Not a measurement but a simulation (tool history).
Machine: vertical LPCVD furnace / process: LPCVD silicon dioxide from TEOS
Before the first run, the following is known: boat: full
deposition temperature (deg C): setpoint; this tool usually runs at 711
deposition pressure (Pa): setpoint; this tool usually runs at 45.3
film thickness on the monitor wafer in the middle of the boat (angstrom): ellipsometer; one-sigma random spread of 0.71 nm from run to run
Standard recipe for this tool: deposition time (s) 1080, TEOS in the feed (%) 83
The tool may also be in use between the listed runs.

run	hour	deposition temperature (deg C)	deposition pressure (Pa)	deposition time (s)	TEOS in the feed (%)	wafers since the last listed run	hours since the last temperature calibration	hours since the pressure gauge was zeroed	hours since the TEOS flow controller was replaced	hours since the gauge calibration	read-back reference wafer on the same gauge, thickness	film thickness on the monitor wafer in the middle of the boat (angstrom)
1	0.0	711	45.3	1080	83	0	1358.2	1535.5	4522.4	809.4	242.24	2103.5
2	24.3	711	45.3	1080	95	373	1382.5	1559.8	4546.7	833.7	241.73	2253.3
3	44.3	711	45.3	1080	90	307	1402.5	1579.8	4566.7	853.7	242.00	2185.1
4	67.3	711	45.3	1080	94	353	1425.5	1602.8	4589.7	876.7	241.84	2237.3
5	93.3	711	45.3	1080	94	399	1451.5	1628.8	4615.7	902.7	242.25	2249.3
6	121.2	711	45.3	1080	94	428	1479.4	1656.7	4643.6	930.6	241.99	2230.0
7	146.8	711	45.3	1080	83	393	1505.0	1682.3	4669.2	956.2	241.90	2110.1
8	168.7	711	45.3	1080	83	336	1526.9	1704.2	4691.1	978.1	241.92	2097.0
9	202.1	711	45.3	1080	83	512	1560.3	1737.6	4724.5	1011.5	242.27	2097.3
10	251.5	708	45.3	1080	76	758	1609.7	1787.0	4773.9	1060.9	241.91	1896.5
11	281.1	704	45.3	1080	83	454	1639.3	1816.6	4803.5	1090.5	241.89	1794.5
12	295.4	711	38.7	1080	89	219	1653.6	1830.9	4817.8	1104.8	241.98	2006.1
13	308.2	711	50.7	1080	90	196	1666.4	1843.7	4830.6	1117.6	241.73	2310.2
# hour 341.1: pressure gauge zeroed
14	341.6	711	45.3	1080	83	144	1699.8	0.5	4864.0	1151.0	241.78	2134.2
15	360.5	711	45.3	900	90	290	1718.7	19.4	4882.9	1169.9	242.12	1863.7
16	374.3	716	40.0	1080	83	211	1732.5	33.2	4896.7	1183.7	242.04	2260.1
# hour 398.4: TEOS flow controller replaced
# hour 484.2: pressure gauge zeroed, repeated, since the last time left the tool worse
17	484.7	718	45.3	1260	83	958	1842.9	0.5	86.3	1294.1	242.21	2832.8
18	489.2	707	45.3	1500	83	69	1847.4	5.0	90.8	1298.6	242.24	2631.6
19	493.6	711	54.0	690	83	67	1851.8	9.4	95.2	1303.0	242.12	1445.2
20	522.4	707	50.7	1080	83	442	1880.6	38.2	124.0	1331.8	241.89	1997.0
# hour 530.1: gauge calibrated
21	546.3	711	45.3	1080	83	367	1904.5	62.1	147.9	16.2	242.02	2072.8
22	564.5	711	45.3	1080	83	279	1922.7	80.3	166.1	34.4	242.15	2077.6
# hour 588.5: thermocouples replaced and temperature profile calibrated
23	589.0	711	45.3	1080	83	7	0.5	104.8	190.6	58.9	241.89	2072.2
24	617.3	711	45.3	1080	83	434	28.8	133.1	218.9	87.2	242.07	2066.5
25	646.8	711	35.3	1080	90	453	58.3	162.6	248.4	116.7	241.87	1915.3
26	719.7	711	45.3	1080	83	1119	131.2	235.5	321.3	189.6	242.11	2071.2
27	744.6	711	45.3	1080	83	382	156.1	260.4	346.2	214.5	242.18	2076.6
28	766.7	711	39.3	810	83	339	178.2	282.5	368.3	236.6	242.16	1455.2
29	779.2	711	45.3	1080	94	191	190.7	295.0	380.8	249.1	242.08	2206.9
30	802.3	706	45.3	1290	70	354	213.8	318.1	403.9	272.2	242.11	2037.2
31	837.3	701	38.7	1080	83	537	248.8	353.1	438.9	307.2	242.03	1514.0
32	857.6	711	37.3	900	83	311	269.1	373.4	459.2	327.5	242.17	1573.0

Below, some changes in film thickness on the monitor wafer in the middle of the boat (angstrom) between adjacent runs. For each, the amount present without the hidden state too (settings, incoming material, random variation) and the amount remaining for the hidden state with gauge scatter not shared by both compared results:
Unlogged tool condition in this case: true tube temperature minus thermocouple reading, K; true pressure minus gauge reading, mTorr; deviation of the TEOS flow from its setpoint, %; gauge reads high (%).
Run 13 -> 14: deposition pressure (Pa) 50.7 -> 45.3, TEOS in the feed (%) 90 -> 83, pressure gauge zeroed. film thickness on the monitor wafer in the middle of the boat (angstrom) -176.0: hidden state +31.5, all else -207.5.
Run 15 -> 16: deposition temperature (deg C) 711 -> 716, deposition pressure (Pa) 45.3 -> 40.0, deposition time (s) 900 -> 1080, TEOS in the feed (%) 90 -> 83. film thickness on the monitor wafer in the middle of the boat (angstrom) +396.4: hidden state +20.8, all else +375.6.
Run 16 -> 17: deposition temperature (deg C) 716 -> 718, deposition pressure (Pa) 40.0 -> 45.3, deposition time (s) 1080 -> 1260, TEOS flow controller replaced, pressure gauge zeroed, repeated, since the last time left the tool worse. film thickness on the monitor wafer in the middle of the boat (angstrom) +572.7: hidden state -76.5, all else +649.2.
Run 18 -> 19: deposition temperature (deg C) 707 -> 711, deposition pressure (Pa) 45.3 -> 54.0, deposition time (s) 1500 -> 690. film thickness on the monitor wafer in the middle of the boat (angstrom) -1186.4: hidden state -0.3, all else -1186.1.
Run 27 -> 28: deposition pressure (Pa) 45.3 -> 39.3, deposition time (s) 1080 -> 810. film thickness on the monitor wafer in the middle of the boat (angstrom) -621.4: hidden state -0.6, all else -620.8.
Run 28 -> 29: deposition pressure (Pa) 39.3 -> 45.3, deposition time (s) 810 -> 1080, TEOS in the feed (%) 83 -> 94. film thickness on the monitor wafer in the middle of the boat (angstrom) +751.7: hidden state +1.6, all else +750.1.
